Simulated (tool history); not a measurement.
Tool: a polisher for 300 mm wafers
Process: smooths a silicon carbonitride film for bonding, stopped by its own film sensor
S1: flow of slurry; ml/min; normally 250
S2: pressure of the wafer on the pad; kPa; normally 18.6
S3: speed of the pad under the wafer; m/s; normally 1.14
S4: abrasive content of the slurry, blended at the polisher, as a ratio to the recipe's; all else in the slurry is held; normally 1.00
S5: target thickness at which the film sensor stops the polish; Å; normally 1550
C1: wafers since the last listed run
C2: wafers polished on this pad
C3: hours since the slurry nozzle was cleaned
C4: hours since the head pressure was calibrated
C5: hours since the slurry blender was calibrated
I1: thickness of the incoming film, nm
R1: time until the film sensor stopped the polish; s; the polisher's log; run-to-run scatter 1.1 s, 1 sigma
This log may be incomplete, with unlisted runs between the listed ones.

Run 1, day 0.000: usual settings; C1 0; C2 288; C3 419.6; C4 534.5; C5 242.2; I1 180.0. Result: R1 78.8 s.
Run 2, day 0.758: usual settings; C1 122; C2 410; C3 437.8; C4 552.7; C5 260.4; I1 181.9. Result: R1 84.0 s.
Run 3, day 1.517: usual settings; C1 122; C2 532; C3 456.0; C4 570.9; C5 278.6; I1 180.1. Result: R1 80.8 s.
Run 4, day 2.658: usual settings but S4 1.10; C1 183; C2 716; C3 483.4; C4 598.3; C5 306.0; I1 180.8. Result: R1 81.5 s.
Run 5, day 4.050: usual settings; C1 224; C2 940; C3 516.8; C4 631.7; C5 339.4; I1 181.3. Result: R1 85.6 s.
At day 4.462: slurry blender recalibrated.
At day 4.700: worn pad replaced by a new one.
Run 6, day 4.721: usual settings; C1 67; C2 3; C3 532.9; C4 647.8; C5 6.2; I1 181.1. Result: R1 72.5 s.
Run 7, day 5.642: usual settings; C1 148; C2 151; C3 555.0; C4 669.9; C5 28.3; I1 181.4. Result: R1 74.2 s.
Run 8, day 6.554: usual settings; C1 146; C2 298; C3 576.9; C4 691.8; C5 50.2; I1 177.9. Result: R1 66.1 s.
Run 9, day 7.658: usual settings but S2 22.8 kPa; C1 177; C2 475; C3 603.4; C4 718.3; C5 76.7; I1 178.3. Result: R1 55.3 s.
Run 10, day 8.992: usual settings but S2 22.8 kPa; C1 214; C2 690; C3 635.4; C4 750.3; C5 108.7; I1 179.6. Result: R1 60.0 s.
Run 11, day 10.412: usual settings but S3 1.40 m/s; C1 228; C2 919; C3 669.5; C4 784.4; C5 142.8; I1 179.1. Result: R1 59.3 s.
At day 11.054: head pressure recalibrated.
At day 11.154: worn pad replaced by a new one.
Run 12, day 11.567: usual settings; C1 156; C2 66; C3 697.2; C4 12.3; C5 170.5; I1 176.9. Result: R1 66.7 s.
Run 13, day 13.046: usual settings; C1 238; C2 304; C3 732.7; C4 47.8; C5 206.0; I1 177.5. Result: R1 67.4 s.
Run 14, day 13.658: usual settings; C1 98; C2 403; C3 747.4; C4 62.5; C5 220.7; I1 183.8. Result: R1 86.1 s.
Run 15, day 14.179: usual settings; C1 83; C2 487; C3 759.9; C4 75.0; C5 233.2; I1 180.8. Result: R1 78.6 s.
Run 16, day 14.858: usual settings but S3 0.92 m/s, S4 0.80; C1 109; C2 596; C3 776.2; C4 91.3; C5 249.5; I1 180.6. Result: R1 103.6 s.
Run 17, day 15.567: usual settings but S1 275 ml/min, S2 22.8 kPa, S3 0.96 m/s, S5 1590 Å; C1 114; C2 710; C3 793.2; C4 108.3; C5 266.5; I1 179.5. Result: R1 58.9 s.
Run 18, day 16.308: usual settings; C1 119; C2 830; C3 811.0; C4 126.1; C5 284.3; I1 182.6. Result: R1 87.0 s.
Run 19, day 17.183: usual settings but S2 13.1 kPa, S4 0.80; C1 140; C2 970; C3 832.0; C4 147.1; C5 305.3; I1 183.8. Result: R1 142.0 s.
At day 17.500: worn pad replaced by a new one.
Run 20, day 17.700: usual settings but S1 320 ml/min, S2 13.1 kPa, S4 0.75, S5 1610 Å; C1 56; C2 32; C3 844.4; C4 159.5; C5 317.7; I1 178.9. Result: R1 92.3 s.
Run 21, day 18.575: usual settings; C1 140; C2 173; C3 865.4; C4 180.5; C5 338.7; I1 179.5. Result: R1 78.7 s.
At day 19.046: slurry nozzle cleaned.
Run 22, day 19.142: usual settings but S4 1.25; C1 84; C2 257; C3 2.3; C4 194.1; C5 352.3; I1 182.9. Result: R1 82.4 s.
Run 23, day 19.888: usual settings; C1 120; C2 377; C3 20.2; C4 212.0; C5 370.2; I1 180.9. Result: R1 88.5 s.
At day 21.546: slurry blender recalibrated.
Run 24, day 23.712: usual settings; C1 602; C2 980; C3 112.0; C4 303.8; C5 52.0; I1 178.0. Result: R1 69.2 s.
At day 24.604: worn pad replaced by a new one.
Run 25, day 25.200: usual settings but S4 1.30; C1 212; C2 95; C3 147.7; C4 339.5; C5 87.7; I1 181.1. Result: R1 69.2 s.
Run 26, day 26.996: usual settings but S1 305 ml/min, S3 1.36 m/s, S4 0.80, S5 1470 Å; C1 289; C2 384; C3 190.8; C4 382.6; C5 130.8; I1 178.3. Result: R1 89.5 s.
Run 27, day 27.842: usual settings but S1 335 ml/min, S3 0.88 m/s, S5 1530 Å; C1 136; C2 520; C3 211.1; C4 402.9; C5 151.1; I1 183.0. Result: R1 107.4 s.
Run 28, day 28.467: usual settings but S3 0.82 m/s, S4 0.75; C1 100; C2 621; C3 226.1; C4 417.9; C5 166.1; I1 180.6. Result: R1 116.2 s.

Each row is a separate what-if for the run after 28, all from the same tool condition, not one after another. Results?
Run A, day 28.483: usual settings; C1 2; C2 624; C3 226.5; C4 418.3; C5 166.5; I1 183.5. Result: R1 ?.
Run B, day 28.483: usual settings but S2 14.5 kPa, S3 1.30 m/s, S4 0.85, S5 1480 Å; C1 2; C2 624; C3 226.5; C4 418.3; C5 166.5; I1 183.5. Result: R1 ?.
Run C, day 28.483: usual settings but S2 14.5 kPa; C1 2; C2 624; C3 226.5; C4 418.3; C5 166.5; I1 183.5. Result: R1 ?.
Run D, day 28.483: usual settings but S4 0.90; C1 2; C2 624; C3 226.5; C4 418.3; C5 166.5; I1 183.5. Result: R1 ?.

run     R1
  A   86.5
  B  132.7
  C  109.7
  D   90.9
Without the tool's unlogged condition, the same runs would have read:
run     R1
  A   81.9
  B  125.0
  C  103.8
  D   85.7

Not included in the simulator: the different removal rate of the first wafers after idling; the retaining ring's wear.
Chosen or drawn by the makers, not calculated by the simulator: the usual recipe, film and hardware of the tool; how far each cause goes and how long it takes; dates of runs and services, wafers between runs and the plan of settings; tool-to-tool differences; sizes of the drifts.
